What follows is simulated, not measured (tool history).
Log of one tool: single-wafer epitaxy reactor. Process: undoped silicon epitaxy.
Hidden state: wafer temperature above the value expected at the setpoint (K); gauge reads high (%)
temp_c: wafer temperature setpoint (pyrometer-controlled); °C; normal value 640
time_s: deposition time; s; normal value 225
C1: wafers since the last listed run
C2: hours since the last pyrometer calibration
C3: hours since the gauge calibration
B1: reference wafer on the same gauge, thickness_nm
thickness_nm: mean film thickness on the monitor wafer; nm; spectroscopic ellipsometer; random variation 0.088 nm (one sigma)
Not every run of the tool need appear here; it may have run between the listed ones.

Run 1, hour 0.0: usual settings; C1 0; C2 1931.0; C3 712.7; B1 34.113. Result: thickness_nm 28.752 nm.
Run 2, hour 73.0: usual settings; C1 759; C2 2004.0; C3 785.7; B1 34.093. Result: thickness_nm 28.644 nm.
Run 3, hour 142.0: usual settings; C1 717; C2 2073.0; C3 854.7; B1 34.084. Result: thickness_nm 28.744 nm.
Run 4, hour 226.9: usual settings; C1 883; C2 2157.9; C3 939.6; B1 34.112. Result: thickness_nm 28.627 nm.
Run 5, hour 286.0: usual settings but time_s 204 s; C1 614; C2 2217.0; C3 998.7; B1 34.072. Result: thickness_nm 26.069 nm.
Run 6, hour 348.1: usual settings but time_s 204 s; C1 646; C2 2279.1; C3 1060.8; B1 34.102. Result: thickness_nm 25.968 nm.
Run 7, hour 400.2: usual settings; C1 542; C2 2331.2; C3 1112.9; B1 34.111. Result: thickness_nm 28.640 nm.
Run 8, hour 442.0: usual settings; C1 434; C2 2373.0; C3 1154.7; B1 34.112. Result: thickness_nm 28.719 nm.
Run 9, hour 489.4: usual settings but temp_c 633 °C; C1 493; C2 2420.4; C3 1202.1; B1 34.113. Result: thickness_nm 24.292 nm.
Run 10, hour 552.2: usual settings but temp_c 652 °C, time_s 260 s; C1 653; C2 2483.2; C3 1264.9; B1 34.079. Result: thickness_nm 43.571 nm.
At hour 618.3: pyrometer calibrated.
Run 11, hour 633.3: usual settings; C1 760; C2 15.0; C3 1346.0; B1 34.116. Result: thickness_nm 30.574 nm.
At hour 657.9: gauge calibrated.
Run 12, hour 680.5: usual settings but time_s 204 s; C1 491; C2 62.2; C3 22.6; B1 34.107. Result: thickness_nm 27.499 nm.
Run 13, hour 765.6: usual settings but temp_c 627 °C, time_s 245 s; C1 885; C2 147.3; C3 107.7; B1 34.076. Result: thickness_nm 24.205 nm.
Run 14, hour 857.3: usual settings but temp_c 650 °C; C1 954; C2 239.0; C3 199.4; B1 34.095. Result: thickness_nm 37.821 nm.
Run 15, hour 893.8: usual settings; C1 379; C2 275.5; C3 235.9; B1 34.076. Result: thickness_nm 29.942 nm.
Run 16, hour 943.3: usual settings; C1 514; C2 325.0; C3 285.4; B1 34.094. Result: thickness_nm 29.946 nm.
Run 17, hour 1017.3: usual settings but time_s 194 s; C1 769; C2 399.0; C3 359.4; B1 34.089. Result: thickness_nm 25.724 nm.
Run 18, hour 1103.8: usual settings but temp_c 627 °C, time_s 211 s; C1 899; C2 485.5; C3 445.9; B1 34.123. Result: thickness_nm 20.469 nm.
Run 19, hour 1182.4: usual settings but temp_c 646 °C, time_s 208 s; C1 817; C2 564.1; C3 524.5; B1 34.063. Result: thickness_nm 31.401 nm.

Below, some changes in thickness_nm between adjacent runs. For each, the amount present without the hidden state too (settings, incoming material, random variation) and the amount remaining for the hidden state with gauge scatter not shared by both compared results:
Run 9 -> 10: temp_c 633 -> 652, time_s 225 -> 260. thickness_nm +19.279 nm: hidden state -1.296, all else +20.575.
Run 10 -> 11: temp_c 652 -> 640, time_s 260 -> 225, pyrometer calibrated. thickness_nm -12.997 nm: hidden state +2.992, all else -15.989.
